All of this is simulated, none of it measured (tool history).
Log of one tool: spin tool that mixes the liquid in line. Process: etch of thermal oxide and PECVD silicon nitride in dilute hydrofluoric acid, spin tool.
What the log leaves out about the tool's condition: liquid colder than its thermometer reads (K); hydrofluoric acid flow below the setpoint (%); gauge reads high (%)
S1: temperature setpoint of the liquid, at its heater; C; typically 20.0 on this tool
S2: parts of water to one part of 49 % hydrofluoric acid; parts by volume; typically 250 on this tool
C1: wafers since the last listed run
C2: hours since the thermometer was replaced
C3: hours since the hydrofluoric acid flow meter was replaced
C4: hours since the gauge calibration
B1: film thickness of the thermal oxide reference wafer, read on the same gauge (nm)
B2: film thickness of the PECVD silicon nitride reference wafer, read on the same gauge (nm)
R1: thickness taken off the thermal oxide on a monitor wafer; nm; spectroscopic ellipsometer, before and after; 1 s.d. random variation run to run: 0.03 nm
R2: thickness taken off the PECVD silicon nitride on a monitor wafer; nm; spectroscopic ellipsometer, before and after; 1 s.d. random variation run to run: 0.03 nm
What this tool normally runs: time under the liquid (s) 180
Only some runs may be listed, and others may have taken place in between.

{"run": 1, "hour": 0.0, "S1": 20.0, "S2": 325, "time under the liquid (s)": 180, "C1": 0, "C2": 2111.8, "C3": 805.7, "C4": 20.4, "B1": 79.928, "B2": 149.995, "R1": 1.568, "R2": 1.927}
{"run": 2, "hour": 13.8, "S1": 20.0, "S2": 250, "time under the liquid (s)": 180, "C1": 121, "C2": 2125.6, "C3": 819.5, "C4": 34.2, "B1": 79.993, "B2": 150.031, "R1": 2.223, "R2": 2.481}
{"run": 3, "hour": 22.8, "S1": 20.0, "S2": 250, "time under the liquid (s)": 180, "C1": 78, "C2": 2134.6, "C3": 828.5, "C4": 43.2, "B1": 80.026, "B2": 149.999, "R1": 2.196, "R2": 2.476}
{"run": 4, "hour": 40.6, "S1": 20.0, "S2": 250, "time under the liquid (s)": 180, "C1": 156, "C2": 2152.4, "C3": 846.3, "C4": 61.0, "B1": 80.028, "B2": 149.987, "R1": 2.179, "R2": 2.447}
{"run": 5, "hour": 49.1, "S1": 20.0, "S2": 310, "time under the liquid (s)": 180, "C1": 74, "C2": 2160.9, "C3": 854.8, "C4": 69.5, "B1": 80.061, "B2": 149.973, "R1": 1.627, "R2": 2.023}
{"run": 6, "hour": 63.7, "S1": 20.0, "S2": 310, "time under the liquid (s)": 180, "C1": 128, "C2": 2175.5, "C3": 869.4, "C4": 84.1, "B1": 79.997, "B2": 149.968, "R1": 1.637, "R2": 1.95}
{"run": 7, "hour": 77.9, "S1": 20.0, "S2": 310, "time under the liquid (s)": 180, "C1": 124, "C2": 2189.7, "C3": 883.6, "C4": 98.3, "B1": 80.015, "B2": 149.999, "R1": 1.618, "R2": 2.008}
{"run": 8, "hour": 90.8, "S1": 20.0, "S2": 250, "time under the liquid (s)": 180, "C1": 113, "C2": 2202.6, "C3": 896.5, "C4": 111.2, "B1": 79.987, "B2": 149.977, "R1": 2.176, "R2": 2.414}
{"run": 9, "hour": 98.1, "S1": 20.0, "S2": 250, "time under the liquid (s)": 180, "C1": 64, "C2": 2209.9, "C3": 903.8, "C4": 118.5, "B1": 80.033, "B2": 150.014, "R1": 2.169, "R2": 2.402}
{"run": 10, "hour": 112.6, "S1": 20.0, "S2": 250, "time under the liquid (s)": 180, "C1": 127, "C2": 2224.4, "C3": 918.3, "C4": 133.0, "B1": 79.941, "B2": 149.986, "R1": 2.163, "R2": 2.488}
{"run": 11, "hour": 120.5, "S1": 20.0, "S2": 250, "time under the liquid (s)": 180, "C1": 69, "C2": 2232.3, "C3": 926.2, "C4": 140.9, "B1": 79.996, "B2": 150.007, "R1": 2.19, "R2": 2.434}
{"run": 12, "hour": 130.3, "S1": 22.5, "S2": 250, "time under the liquid (s)": 120, "C1": 85, "C2": 2242.1, "C3": 936.0, "C4": 150.7, "B1": 79.977, "B2": 149.988, "R1": 1.565, "R2": 1.915}
{"run": 13, "hour": 140.0, "S1": 20.0, "S2": 250, "time under the liquid (s)": 125, "C1": 85, "C2": 2251.8, "C3": 945.7, "C4": 160.4, "B1": 80.016, "B2": 149.988, "R1": 1.489, "R2": 1.712}
{"hour": 142.8, "done": "thermometer replaced"}
{"run": 14, "hour": 157.4, "S1": 20.0, "S2": 150, "time under the liquid (s)": 75, "C1": 143, "C2": 14.6, "C3": 963.1, "C4": 177.8, "B1": 80.023, "B2": 149.989, "R1": 1.657, "R2": 1.658}
{"run": 15, "hour": 166.0, "S1": 23.5, "S2": 250, "time under the liquid (s)": 180, "C1": 75, "C2": 23.2, "C3": 971.7, "C4": 186.4, "B1": 79.932, "B2": 149.982, "R1": 2.444, "R2": 3.065}
{"hour": 167.3, "done": "hydrofluoric acid flow meter replaced"}
{"run": 16, "hour": 175.4, "S1": 20.0, "S2": 320, "time under the liquid (s)": 265, "C1": 73, "C2": 32.6, "C3": 8.1, "C4": 195.8, "B1": 80.011, "B2": 149.994, "R1": 2.783, "R2": 3.241}
{"hour": 187.6, "done": "gauge calibrated"}
{"run": 17, "hour": 190.0, "S1": 20.0, "S2": 250, "time under the liquid (s)": 180, "C1": 128, "C2": 47.2, "C3": 22.7, "C4": 2.4, "B1": 80.017, "B2": 150.002, "R1": 2.586, "R2": 2.815}
{"run": 18, "hour": 200.6, "S1": 22.5, "S2": 250, "time under the liquid (s)": 180, "C1": 92, "C2": 57.8, "C3": 33.3, "C4": 13.0, "B1": 79.961, "B2": 149.978, "R1": 2.783, "R2": 3.279}
{"run": 19, "hour": 207.3, "S1": 20.0, "S2": 250, "time under the liquid (s)": 225, "C1": 58, "C2": 64.5, "C3": 40.0, "C4": 19.7, "B1": 79.982, "B2": 150.002, "R1": 3.205, "R2": 3.506}
{"run": 20, "hour": 223.6, "S1": 20.0, "S2": 250, "time under the liquid (s)": 180, "C1": 142, "C2": 80.8, "C3": 56.3, "C4": 36.0, "B1": 79.984, "B2": 149.996, "R1": 2.569, "R2": 2.837}

Run 21, settings as shown, results not yet in. Your forecast:
{"run": 21, "hour": 230.2, "S1": 20.0, "S2": 250, "time under the liquid (s)": 180, "C1": 57, "C2": 87.4, "C3": 62.9, "C4": 42.6, "B1": "?", "B2": "?", "R1": "?", "R2": "?"}

Logged for run 21: B1 79.999, B2 150.002, R1 2.548 nm, R2 2.739 nm.
With the hidden condition absent and the run-to-run variation left alone, this run would have shown R1 2.575 nm, R2 2.762 nm.
